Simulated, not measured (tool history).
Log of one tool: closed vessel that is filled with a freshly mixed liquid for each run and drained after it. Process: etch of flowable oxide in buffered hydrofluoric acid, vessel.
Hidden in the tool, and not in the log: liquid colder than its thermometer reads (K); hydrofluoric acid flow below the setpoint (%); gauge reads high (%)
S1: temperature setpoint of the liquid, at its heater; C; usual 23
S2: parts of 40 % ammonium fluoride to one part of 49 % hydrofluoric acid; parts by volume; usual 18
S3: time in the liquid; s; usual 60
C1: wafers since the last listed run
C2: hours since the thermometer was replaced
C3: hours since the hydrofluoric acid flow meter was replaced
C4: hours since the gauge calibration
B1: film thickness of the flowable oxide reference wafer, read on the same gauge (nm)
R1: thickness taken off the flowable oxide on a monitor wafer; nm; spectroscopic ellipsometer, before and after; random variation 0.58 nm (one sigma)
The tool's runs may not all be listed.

| run | hour | S1 | S2 | S3 | C1 | C2 | C3 | C4 | B1 | R1 |
|---|---|---|---|---|---|---|---|---|---|---|
| 1 | 0 | 23 | 18 | 60 | 0 | 993.2 | 734.9 | 1030.2 | 89.99 | 108.34 |
| 2 | 61.4 | 23 | 18 | 60 | 7537 | 1054.6 | 796.3 | 1091.6 | 90.01 | 107.33 |
| 3 | 137.3 | 23 | 18 | 60 | 9317 | 1130.5 | 872.2 | 1167.5 | 90 | 107.41 |
| 4 | 237.5 | 23 | 18 | 60 | 12300 | 1230.7 | 972.4 | 1267.7 | 90.01 | 106.78 |
| 5 | 274 | 23 | 18 | 60 | 4480 | 1267.2 | 1008.9 | 1304.2 | 90 | 107.21 |
|  | 500.6 | thermometer replaced |
| 6 | 545.1 | 21 | 18 | 60 | 33158 | 44.5 | 1280 | 1575.3 | 90 | 95.91 |
| 7 | 651.8 | 21 | 18 | 60 | 13098 | 151.2 | 1386.7 | 1682 | 90 | 95.17 |
| 8 | 703.3 | 21 | 18 | 60 | 6322 | 202.7 | 1438.2 | 1733.5 | 90 | 95.62 |
| 9 | 767.6 | 23 | 18 | 45 | 7893 | 267 | 1502.5 | 1797.8 | 90.01 | 79.89 |
|  | 838 | hydrofluoric acid flow meter replaced |
| 10 | 865.4 | 23 | 18 | 60 | 11883 | 364.8 | 27.4 | 1895.6 | 89.99 | 110.1 |
| 11 | 911.7 | 23 | 18 | 60 | 5683 | 411.1 | 73.7 | 1941.9 | 90.01 | 109.91 |
| 12 | 1200.3 | 23 | 20 | 60 | 35429 | 699.7 | 362.3 | 2230.5 | 89.99 | 99.29 |
| 13 | 1281.6 | 23 | 20 | 60 | 9980 | 781 | 443.6 | 2311.8 | 90 | 98.65 |
| 14 | 1427.2 | 23 | 20 | 60 | 17874 | 926.6 | 589.2 | 2457.4 | 90.02 | 98.1 |
| 15 | 1509.4 | 23 | 18 | 60 | 10091 | 1008.8 | 671.4 | 2539.6 | 90 | 108.59 |
| 16 | 1575.4 | 23 | 18 | 60 | 8102 | 1074.8 | 737.4 | 2605.6 | 90 | 108.85 |
|  | 1588.4 | gauge calibrated |
| 17 | 1645.2 | 18.5 | 14.5 | 80 | 8568 | 1144.6 | 807.2 | 56.8 | 90.01 | 139.52 |
| 18 | 1701.5 | 20.5 | 18 | 45 | 6911 | 1200.9 | 863.5 | 113.1 | 90.01 | 70.48 |
| 19 | 1783.3 | 18.5 | 18 | 40 | 10042 | 1282.7 | 945.3 | 194.9 | 90 | 55.95 |
| 20 | 1854.4 | 21.5 | 18 | 85 | 8728 | 1353.8 | 1016.4 | 266 | 90.01 | 141.21 |

Run 21 comes next. What will it give?
| 21 | 1909.3 | 19 | 12.5 | 85 | 6739 | 1408.7 | 1071.3 | 320.9 | ? | ? |

Run 21 gave B1 90.01, R1 174.77 nm.
Without the tool's hidden state the same run would have given R1 177.86 nm.

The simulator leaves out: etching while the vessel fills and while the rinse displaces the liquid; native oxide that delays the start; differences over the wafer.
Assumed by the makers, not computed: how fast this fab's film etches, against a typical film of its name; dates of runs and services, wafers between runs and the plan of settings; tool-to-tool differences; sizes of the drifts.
